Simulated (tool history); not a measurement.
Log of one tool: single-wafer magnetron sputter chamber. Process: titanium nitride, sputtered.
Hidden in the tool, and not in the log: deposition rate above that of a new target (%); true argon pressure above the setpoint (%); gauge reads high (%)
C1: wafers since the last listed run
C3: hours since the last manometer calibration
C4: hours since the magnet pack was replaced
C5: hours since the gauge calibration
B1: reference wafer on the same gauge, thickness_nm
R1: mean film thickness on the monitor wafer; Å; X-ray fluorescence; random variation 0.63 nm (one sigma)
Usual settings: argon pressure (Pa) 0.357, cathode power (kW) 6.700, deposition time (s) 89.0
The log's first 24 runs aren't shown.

Run 25, hour 2019.3: usual settings but argon pressure (Pa) 0.458; C1 737; wafers on the sputter target 4242; C3 1160.3; C4 403.1; C5 881.9; B1 126.240. Result: R1 1019.20 Å.
Run 26, hour 2064.6: usual settings but argon pressure (Pa) 0.313, deposition time (s) 78.0; C1 694; wafers on the sputter target 4937; C3 1205.6; C4 448.4; C5 927.2; B1 126.101. Result: R1 955.56 Å.
Run 27, hour 2136.0: usual settings but argon pressure (Pa) 0.446, cathode power (kW) 7.400, deposition time (s) 103.3; C1 1094; wafers on the sputter target 6031; C3 1277.0; C4 519.8; C5 998.6; B1 126.074. Result: R1 1310.18 Å.
Run 28, hour 2194.4: usual settings; C1 895; wafers on the sputter target 6927; C3 1335.4; C4 578.2; C5 1057.0; B1 125.873. Result: R1 1053.31 Å.
Run 29, hour 2294.9: usual settings but argon pressure (Pa) 0.249, deposition time (s) 71.4; C1 1540; wafers on the sputter target 8468; C3 1435.9; C4 678.7; C5 1157.5; B1 125.972. Result: R1 901.29 Å.
Run 30, hour 2378.8: usual settings; C1 1286; wafers on the sputter target 9754; C3 1519.8; C4 762.6; C5 1241.4; B1 125.943. Result: R1 1058.40 Å.
Run 31, hour 2442.6: usual settings but argon pressure (Pa) 0.293, cathode power (kW) 7.800, deposition time (s) 83.9; C1 978; wafers on the sputter target 10733; C3 1583.6; C4 826.4; C5 1305.2; B1 125.846. Result: R1 1209.00 Å.
Run 32, hour 2556.5: usual settings but cathode power (kW) 7.650, deposition time (s) 93.7; C1 1746; wafers on the sputter target 12479; C3 1697.5; C4 940.3; C5 1419.1; B1 125.984. Result: R1 1265.30 Å.
At hour 2583.5: sputter target and shields replaced.
Run 33, hour 2603.9: usual settings but argon pressure (Pa) 0.276, cathode power (kW) 6.000; C1 604; wafers on the sputter target 312; C3 1744.9; C4 987.7; C5 1466.5; B1 126.068. Result: R1 999.42 Å.
Run 34, hour 2674.2: usual settings but argon pressure (Pa) 0.263, cathode power (kW) 6.100, deposition time (s) 98.8; C1 1077; wafers on the sputter target 1390; C3 1815.2; C4 1058.0; C5 1536.8; B1 125.748. Result: R1 1121.91 Å.
Run 35, hour 2746.2: usual settings but argon pressure (Pa) 0.296, cathode power (kW) 5.550, deposition time (s) 79.8; C1 1103; wafers on the sputter target 2494; C3 1887.2; C4 1130.0; C5 1608.8; B1 126.142. Result: R1 805.71 Å.

Forecast each of these 4 alternatives for the next run:
Run A, hour 2746.6: usual settings but argon pressure (Pa) 0.238; C1 6; wafers on the sputter target 2501; C3 1887.6; C4 1130.4; C5 1609.2; B1 ?. Result: R1 ?.
Run B, hour 2746.6: usual settings but cathode power (kW) 5.950; C1 6; wafers on the sputter target 2501; C3 1887.6; C4 1130.4; C5 1609.2; B1 ?. Result: R1 ?.
Run C, hour 2746.6: usual settings but argon pressure (Pa) 0.255; C1 6; wafers on the sputter target 2501; C3 1887.6; C4 1130.4; C5 1609.2; B1 ?. Result: R1 ?.
Run D, hour 2746.6: usual settings but deposition time (s) 103.6; C1 6; wafers on the sputter target 2501; C3 1887.6; C4 1130.4; C5 1609.2; B1 ?. Result: R1 ?.

run       B1       R1
  A  126.169  1133.01
  B  126.169   952.16
  C  126.169  1124.04
  D  126.169  1248.07
Without the tool's hidden state the same runs would have given:
run       R1
  A  1133.01
  B   952.16
  C  1124.04
  D  1248.07
